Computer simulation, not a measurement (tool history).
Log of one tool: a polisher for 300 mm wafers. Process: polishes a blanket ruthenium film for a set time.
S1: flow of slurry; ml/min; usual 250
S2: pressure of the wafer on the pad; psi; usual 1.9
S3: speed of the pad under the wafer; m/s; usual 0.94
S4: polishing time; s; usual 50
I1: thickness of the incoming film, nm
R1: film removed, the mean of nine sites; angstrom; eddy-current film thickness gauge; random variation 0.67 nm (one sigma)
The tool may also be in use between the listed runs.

{"run": 1, "day": 0.0, "S1": 250, "S2": 1.9, "S3": 0.94, "S4": 50, "I1": 465.8, "R1": 569}
{"run": 2, "day": 1.096, "S1": 270, "S2": 1.9, "S3": 0.94, "S4": 50, "I1": 475.7, "R1": 578}
{"run": 3, "day": 2.504, "S1": 270, "S2": 1.9, "S3": 0.94, "S4": 50, "I1": 464.7, "R1": 578}
{"run": 4, "day": 4.033, "S1": 250, "S2": 1.9, "S3": 0.94, "S4": 55, "I1": 473.5, "R1": 626}
{"run": 5, "day": 5.242, "S1": 250, "S2": 1.9, "S3": 0.94, "S4": 45, "I1": 463.2, "R1": 524}
{"run": 6, "day": 6.079, "S1": 250, "S2": 1.9, "S3": 0.94, "S4": 45, "I1": 473.4, "R1": 511}
{"day": 6.562, "done": "worn pad replaced by a new one"}
{"run": 7, "day": 6.746, "S1": 250, "S2": 1.9, "S3": 0.94, "S4": 45, "I1": 471.2, "R1": 513}
{"run": 8, "day": 7.533, "S1": 205, "S2": 1.9, "S3": 0.94, "S4": 50, "I1": 473.1, "R1": 569}
{"run": 9, "day": 8.296, "S1": 250, "S2": 1.9, "S3": 0.94, "S4": 50, "I1": 466.3, "R1": 588}
{"run": 10, "day": 9.375, "S1": 250, "S2": 1.9, "S3": 0.94, "S4": 50, "I1": 476.9, "R1": 584}
{"run": 11, "day": 10.292, "S1": 250, "S2": 1.9, "S3": 0.94, "S4": 50, "I1": 472.1, "R1": 574}
{"run": 12, "day": 10.85, "S1": 250, "S2": 1.9, "S3": 0.74, "S4": 46, "I1": 474.4, "R1": 425}
{"run": 13, "day": 12.088, "S1": 250, "S2": 1.9, "S3": 0.74, "S4": 46, "I1": 470.6, "R1": 425}
{"run": 14, "day": 12.838, "S1": 250, "S2": 1.9, "S3": 0.74, "S4": 46, "I1": 470.2, "R1": 421}
{"day": 13.708, "done": "worn pad replaced by a new one, of another model than before"}
{"run": 15, "day": 13.983, "S1": 205, "S2": 2.3, "S3": 0.94, "S4": 50, "I1": 467.3, "R1": 678}
{"run": 16, "day": 15.321, "S1": 280, "S2": 2.6, "S3": 0.94, "S4": 44, "I1": 470.3, "R1": 666}
{"day": 18.117, "done": "slurry nozzle cleaned"}
{"run": 17, "day": 18.962, "S1": 320, "S2": 1.9, "S3": 0.94, "S4": 66, "I1": 475.8, "R1": 797}
{"day": 19.383, "done": "worn pad replaced by a new one"}
{"run": 18, "day": 19.962, "S1": 250, "S2": 1.9, "S3": 0.94, "S4": 50, "I1": 466.6, "R1": 586}
{"run": 19, "day": 20.858, "S1": 250, "S2": 2.6, "S3": 0.94, "S4": 66, "I1": 471.6, "R1": 1000}
{"run": 20, "day": 21.983, "S1": 280, "S2": 1.9, "S3": 0.94, "S4": 64, "I1": 475.2, "R1": 752}
{"run": 21, "day": 23.1, "S1": 280, "S2": 2.6, "S3": 0.94, "S4": 44, "I1": 472.8, "R1": 668}
{"run": 22, "day": 23.754, "S1": 250, "S2": 1.9, "S3": 0.94, "S4": 33, "I1": 469.9, "R1": 380}
{"run": 23, "day": 24.425, "S1": 250, "S2": 1.9, "S3": 0.94, "S4": 50, "I1": 475.3, "R1": 585}
{"run": 24, "day": 25.396, "S1": 250, "S2": 2.5, "S3": 0.94, "S4": 50, "I1": 474.2, "R1": 734}
{"day": 25.483, "done": "head pressure recalibrated"}
{"run": 25, "day": 25.912, "S1": 250, "S2": 2.2, "S3": 0.94, "S4": 45, "I1": 462.8, "R1": 562}

The next listed run, before its measurement:
{"day": 26.262, "done": "worn pad replaced by a new one"}
{"run": 26, "day": 30.283, "S1": 315, "S2": 1.9, "S3": 0.66, "S4": 50, "I1": 467.4, "R1": "?"}

Run 26 gave R1 491 angstrom.
Without the tool's hidden state the same run would have given R1 482 angstrom.
